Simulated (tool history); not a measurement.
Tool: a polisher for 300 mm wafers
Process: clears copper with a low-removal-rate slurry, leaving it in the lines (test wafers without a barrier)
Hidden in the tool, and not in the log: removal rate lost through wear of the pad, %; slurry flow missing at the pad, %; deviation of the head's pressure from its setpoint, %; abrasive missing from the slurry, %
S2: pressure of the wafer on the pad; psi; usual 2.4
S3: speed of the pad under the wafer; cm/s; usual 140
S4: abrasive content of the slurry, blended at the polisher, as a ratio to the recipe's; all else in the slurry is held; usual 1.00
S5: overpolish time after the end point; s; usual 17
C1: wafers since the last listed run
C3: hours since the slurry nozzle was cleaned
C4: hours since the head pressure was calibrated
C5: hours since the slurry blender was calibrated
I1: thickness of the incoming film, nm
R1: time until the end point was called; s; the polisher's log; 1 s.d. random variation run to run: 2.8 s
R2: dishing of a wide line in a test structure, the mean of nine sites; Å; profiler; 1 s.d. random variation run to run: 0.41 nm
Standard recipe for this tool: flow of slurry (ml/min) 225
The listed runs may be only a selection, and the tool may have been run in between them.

run 1 hour=0.0 | flow_of_slurry_(ml/min)=225 S2=2.0 S3=140 S4=1.00 S5=17 | C1=0 wafers_polished_on_this_pad=1321 C3=205.7 C4=1186.0 C5=241.7 | I1=430.9 | R1=179.5 R2=287
-- hour=18.0 worn pad replaced by a new one
run 2 hour=18.5 | flow_of_slurry_(ml/min)=225 S2=2.0 S3=140 S4=1.00 S5=17 | C1=96 wafers_polished_on_this_pad=3 C3=224.2 C4=1204.5 C5=260.2 | I1=427.1 | R1=173.7 R2=285
run 3 hour=32.2 | flow_of_slurry_(ml/min)=225 S2=2.4 S3=140 S4=1.00 S5=17 | C1=91 wafers_polished_on_this_pad=94 C3=237.9 C4=1218.2 C5=273.9 | I1=423.4 | R1=152.1 R2=325
run 4 hour=55.7 | flow_of_slurry_(ml/min)=225 S2=2.4 S3=140 S4=1.00 S5=17 | C1=157 wafers_polished_on_this_pad=251 C3=261.4 C4=1241.7 C5=297.4 | I1=418.1 | R1=148.5 R2=324
run 5 hour=70.7 | flow_of_slurry_(ml/min)=225 S2=2.4 S3=178 S4=1.00 S5=11 | C1=100 wafers_polished_on_this_pad=352 C3=276.4 C4=1256.7 C5=312.4 | I1=428.2 | R1=118.5 R2=277
run 6 hour=83.1 | flow_of_slurry_(ml/min)=225 S2=2.4 S3=178 S4=1.00 S5=11 | C1=82 wafers_polished_on_this_pad=434 C3=288.8 C4=1269.1 C5=324.8 | I1=427.3 | R1=126.0 R2=279
run 7 hour=106.1 | flow_of_slurry_(ml/min)=225 S2=2.4 S3=140 S4=1.00 S5=17 | C1=153 wafers_polished_on_this_pad=588 C3=311.8 C4=1292.1 C5=347.8 | I1=424.1 | R1=157.8 R2=315
run 8 hour=122.2 | flow_of_slurry_(ml/min)=225 S2=2.4 S3=140 S4=1.00 S5=17 | C1=107 wafers_polished_on_this_pad=696 C3=327.9 C4=1308.2 C5=363.9 | I1=431.8 | R1=158.2 R2=310
run 9 hour=151.4 | flow_of_slurry_(ml/min)=165 S2=2.4 S3=140 S4=1.00 S5=17 | C1=195 wafers_polished_on_this_pad=891 C3=357.1 C4=1337.4 C5=393.1 | I1=417.0 | R1=161.0 R2=303
run 10 hour=170.3 | flow_of_slurry_(ml/min)=225 S2=2.4 S3=140 S4=1.00 S5=17 | C1=126 wafers_polished_on_this_pad=1017 C3=376.0 C4=1356.3 C5=412.0 | I1=423.2 | R1=154.1 R2=313
run 11 hour=186.5 | flow_of_slurry_(ml/min)=225 S2=2.4 S3=140 S4=1.00 S5=17 | C1=108 wafers_polished_on_this_pad=1125 C3=392.2 C4=1372.5 C5=428.2 | I1=430.1 | R1=155.5 R2=309
-- hour=192.0 worn pad replaced by a new one, of another model than before
run 12 hour=210.0 | flow_of_slurry_(ml/min)=225 S2=2.4 S3=140 S4=1.00 S5=17 | C1=130 wafers_polished_on_this_pad=120 C3=415.7 C4=1396.0 C5=451.7 | I1=431.6 | R1=163.7 R2=306
run 13 hour=241.3 | flow_of_slurry_(ml/min)=225 S2=2.4 S3=140 S4=1.30 S5=17 | C1=209 wafers_polished_on_this_pad=329 C3=447.0 C4=1427.3 C5=483.0 | I1=427.8 | R1=153.5 R2=319
run 14 hour=261.6 | flow_of_slurry_(ml/min)=165 S2=1.7 S3=140 S4=1.00 S5=17 | C1=135 wafers_polished_on_this_pad=465 C3=467.3 C4=1447.6 C5=503.3 | I1=429.1 | R1=196.6 R2=258
-- hour=273.6 slurry nozzle cleaned
-- hour=283.2 slurry blender recalibrated
run 15 hour=291.6 | flow_of_slurry_(ml/min)=225 S2=2.4 S3=140 S4=1.00 S5=8 | C1=180 wafers_polished_on_this_pad=645 C3=18.0 C4=1477.6 C5=8.4 | I1=420.1 | R1=143.6 R2=172
run 16 hour=319.4 | flow_of_slurry_(ml/min)=225 S2=2.4 S3=140 S4=1.10 S5=17 | C1=185 wafers_polished_on_this_pad=831 C3=45.8 C4=1505.4 C5=36.2 | I1=430.3 | R1=151.1 R2=342
-- hour=352.6 head pressure recalibrated
run 17 hour=355.7 | flow_of_slurry_(ml/min)=225 S2=3.1 S3=140 S4=1.00 S5=23 | C1=229 wafers_polished_on_this_pad=1060 C3=82.1 C4=3.1 C5=72.5 | I1=417.7 | R1=125.6 R2=466
run 18 hour=378.6 | flow_of_slurry_(ml/min)=275 S2=2.4 S3=154 S4=1.25 S5=9 | C1=152 wafers_polished_on_this_pad=1213 C3=105.0 C4=26.0 C5=95.4 | I1=425.0 | R1=137.1 R2=206
run 19 hour=399.1 | flow_of_slurry_(ml/min)=225 S2=1.8 S3=140 S4=0.90 S5=17 | C1=136 wafers_polished_on_this_pad=1350 C3=125.5 C4=46.5 C5=115.9 | I1=428.5 | R1=179.8 R2=285
-- hour=404.2 worn pad replaced by a new one
run 20 hour=412.9 | flow_of_slurry_(ml/min)=225 S2=2.4 S3=124 S4=0.70 S5=17 | C1=65 wafers_polished_on_this_pad=58 C3=139.3 C4=60.3 C5=129.7 | I1=425.5 | R1=172.1 R2=292
run 21 hour=428.4 | flow_of_slurry_(ml/min)=155 S2=3.0 S3=112 S4=0.80 S5=17 | C1=103 wafers_polished_on_this_pad=161 C3=154.8 C4=75.8 C5=145.2 | I1=430.7 | R1=166.6 R2=306
run 22 hour=453.6 | flow_of_slurry_(ml/min)=275 S2=2.4 S3=154 S4=1.25 S5=9 | C1=168 wafers_polished_on_this_pad=329 C3=180.0 C4=101.0 C5=170.4 | I1=422.2 | R1=134.3 R2=208
run 23 hour=466.7 | flow_of_slurry_(ml/min)=225 S2=2.4 S3=140 S4=1.20 S5=17 | C1=87 wafers_polished_on_this_pad=417 C3=193.1 C4=114.1 C5=183.5 | I1=424.0 | R1=141.3 R2=332
run 24 hour=498.0 | flow_of_slurry_(ml/min)=225 S2=2.4 S3=140 S4=1.00 S5=17 | C1=209 wafers_polished_on_this_pad=626 C3=224.4 C4=145.4 C5=214.8 | I1=425.5 | R1=155.3 R2=324

What if the next run were any one of these 5? Each begins from the tool's condition after run 24:
run A hour=498.5 | flow_of_slurry_(ml/min)=225 S2=2.4 S3=140 S4=1.00 S5=17 | C1=3 wafers_polished_on_this_pad=629 C3=224.9 C4=145.9 C5=215.3 | I1=425.2 | R1=? R2=?
run B hour=498.5 | flow_of_slurry_(ml/min)=245 S2=2.4 S3=96 S4=1.00 S5=10 | C1=3 wafers_polished_on_this_pad=629 C3=224.9 C4=145.9 C5=215.3 | I1=425.2 | R1=? R2=?
run C hour=498.5 | flow_of_slurry_(ml/min)=225 S2=1.8 S3=140 S4=1.00 S5=17 | C1=3 wafers_polished_on_this_pad=629 C3=224.9 C4=145.9 C5=215.3 | I1=425.2 | R1=? R2=?
run D hour=498.5 | flow_of_slurry_(ml/min)=290 S2=2.8 S3=140 S4=1.00 S5=17 | C1=3 wafers_polished_on_this_pad=629 C3=224.9 C4=145.9 C5=215.3 | I1=425.2 | R1=? R2=?
run E hour=498.5 | flow_of_slurry_(ml/min)=275 S2=2.4 S3=140 S4=1.00 S5=14 | C1=3 wafers_polished_on_this_pad=629 C3=224.9 C4=145.9 C5=215.3 | I1=425.2 | R1=? R2=?

run=A R1=151.4 R2=321
run=B R1=179.1 R2=177
run=C R1=173.7 R2=286
run=D R1=137.0 R2=349
run=E R1=149.3 R2=278
Without the tool's hidden state the same runs would have given:
run=A R1=147.0 R2=329
run=B R1=173.9 R2=182
run=C R1=168.7 R2=293
run=D R1=133.1 R2=357
run=E R1=145.0 R2=284

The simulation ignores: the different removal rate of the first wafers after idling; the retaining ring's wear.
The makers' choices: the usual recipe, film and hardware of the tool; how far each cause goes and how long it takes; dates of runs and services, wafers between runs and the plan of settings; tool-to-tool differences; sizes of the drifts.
